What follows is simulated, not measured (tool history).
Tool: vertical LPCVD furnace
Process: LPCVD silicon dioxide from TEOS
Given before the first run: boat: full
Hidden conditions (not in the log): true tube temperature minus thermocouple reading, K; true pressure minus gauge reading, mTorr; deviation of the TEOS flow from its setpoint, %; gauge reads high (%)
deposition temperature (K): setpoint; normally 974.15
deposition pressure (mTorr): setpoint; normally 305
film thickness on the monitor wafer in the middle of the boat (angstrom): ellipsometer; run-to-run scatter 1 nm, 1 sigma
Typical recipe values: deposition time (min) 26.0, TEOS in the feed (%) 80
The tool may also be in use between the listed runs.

run	hour	deposition temperature (K)	deposition pressure (mTorr)	deposition time (min)	TEOS in the feed (%)	wafers since the last listed run	hours since the last temperature calibration	hours since the pressure gauge was zeroed	hours since the TEOS flow controller was replaced	hours since the gauge calibration	read-back reference wafer on the same gauge, thickness	film thickness on the monitor wafer in the middle of the boat (angstrom)
1	0.0	974.15	305	26.0	80	0	929.9	2741.4	3839.2	287.4	205.61	2078.9
2	26.9	974.15	305	26.0	80	357	956.8	2768.3	3866.1	314.3	205.17	2072.4
3	49.5	974.15	305	26.0	80	300	979.4	2790.9	3888.7	336.9	206.17	2070.9
4	75.3	974.15	305	26.0	80	342	1005.2	2816.7	3914.5	362.7	205.52	2077.9
5	102.7	974.15	305	26.0	80	363	1032.6	2844.1	3941.9	390.1	205.86	2070.5
6	130.1	974.15	305	26.0	80	363	1060.0	2871.5	3969.3	417.5	206.21	2087.9
7	149.6	974.15	305	26.0	80	258	1079.5	2891.0	3988.8	437.0	206.19	2070.5
8	169.2	974.15	245	26.0	80	260	1099.1	2910.6	4008.4	456.6	206.38	1853.9
9	185.4	974.15	305	26.0	80	215	1115.3	2926.8	4024.6	472.8	206.49	2089.3
10	220.2	974.15	305	26.0	80	462	1150.1	2961.6	4059.4	507.6	206.65	2076.3
11	253.0	974.15	305	26.0	80	435	1182.9	2994.4	4092.2	540.4	206.84	2075.9
12	283.8	974.15	270	26.0	89	408	1213.7	3025.2	4123.0	571.2	206.74	2062.4
13	297.3	974.15	270	26.0	89	179	1227.2	3038.7	4136.5	584.7	206.96	2070.1
14	320.2	974.15	350	26.0	80	304	1250.1	3061.6	4159.4	607.6	207.14	2236.9
15	353.5	974.15	350	26.0	80	442	1283.4	3094.9	4192.7	640.9	206.69	2247.7
16	371.7	974.15	305	26.0	80	241	1301.6	3113.1	4210.9	659.1	207.38	2078.2
17	400.0	974.15	275	26.0	89	375	1329.9	3141.4	4239.2	687.4	207.11	2087.9
18	416.1	965.15	250	23.5	80	213	1346.0	3157.5	4255.3	703.5	206.78	1378.2
# hour 460.5: TEOS flow controller replaced
19	461.0	971.15	305	30.5	70	277	1390.9	3202.4	0.5	748.4	207.57	2151.7
20	471.6	974.15	305	26.0	91	140	1401.5	3213.0	11.1	759.0	207.09	2232.1
# hour 493.3: gauge calibrated
21	496.4	974.15	305	26.0	80	329	1426.3	3237.8	35.9	3.1	200.73	2039.4
22	515.8	966.15	330	19.5	85	257	1445.7	3257.2	55.3	22.5	201.17	1346.7
# hour 547.2: pressure gauge zeroed
23	547.7	964.15	305	30.5	90	104	1477.6	0.5	87.2	54.4	201.70	1994.4
24	560.4	974.15	305	21.0	75	168	1490.3	13.2	99.9	67.1	201.86	1590.4
25	595.8	974.15	270	32.5	88	469	1525.7	48.6	135.3	102.5	203.02	2502.6
# hour 628.9: thermocouples replaced and temperature profile calibrated
26	629.4	974.15	305	26.0	95	127	0.5	82.2	168.9	136.1	203.25	2224.8
27	650.3	968.15	340	33.0	80	277	21.4	103.1	189.8	157.0	203.59	2394.5
28	666.2	974.15	305	26.0	80	211	37.3	119.0	205.7	172.9	203.43	2039.4
29	735.4	974.15	330	17.0	75	918	106.5	188.2	274.9	242.1	204.63	1355.6
30	768.7	974.15	305	21.0	75	442	139.8	221.5	308.2	275.4	204.48	1617.7
31	784.9	974.15	235	20.5	80	215	156.0	237.7	324.4	291.6	204.64	1433.6
32	806.1	974.15	260	26.0	80	281	177.2	258.9	345.6	312.8	205.46	1907.5

Predict each of these 3 candidate next runs independently; none follows another, all start after run 32:
A	810.4	974.15	305	22.5	80	57	181.5	263.2	349.9	317.1	?	?
B	810.4	974.15	305	26.0	85	57	181.5	263.2	349.9	317.1	?	?
C	810.4	978.15	305	32.5	80	57	181.5	263.2	349.9	317.1	?	?

run	read-back reference wafer on the same gauge, thickness	film thickness on the monitor wafer in the middle of the boat (angstrom)
A	204.84	1806.6
B	204.84	2151.9
C	204.84	2862.4
Take away the tool's hidden state, keep each run's random variation, and the runs would have read:
run	film thickness on the monitor wafer in the middle of the boat (angstrom)
A	1770.3
B	2108.6
C	2804.8

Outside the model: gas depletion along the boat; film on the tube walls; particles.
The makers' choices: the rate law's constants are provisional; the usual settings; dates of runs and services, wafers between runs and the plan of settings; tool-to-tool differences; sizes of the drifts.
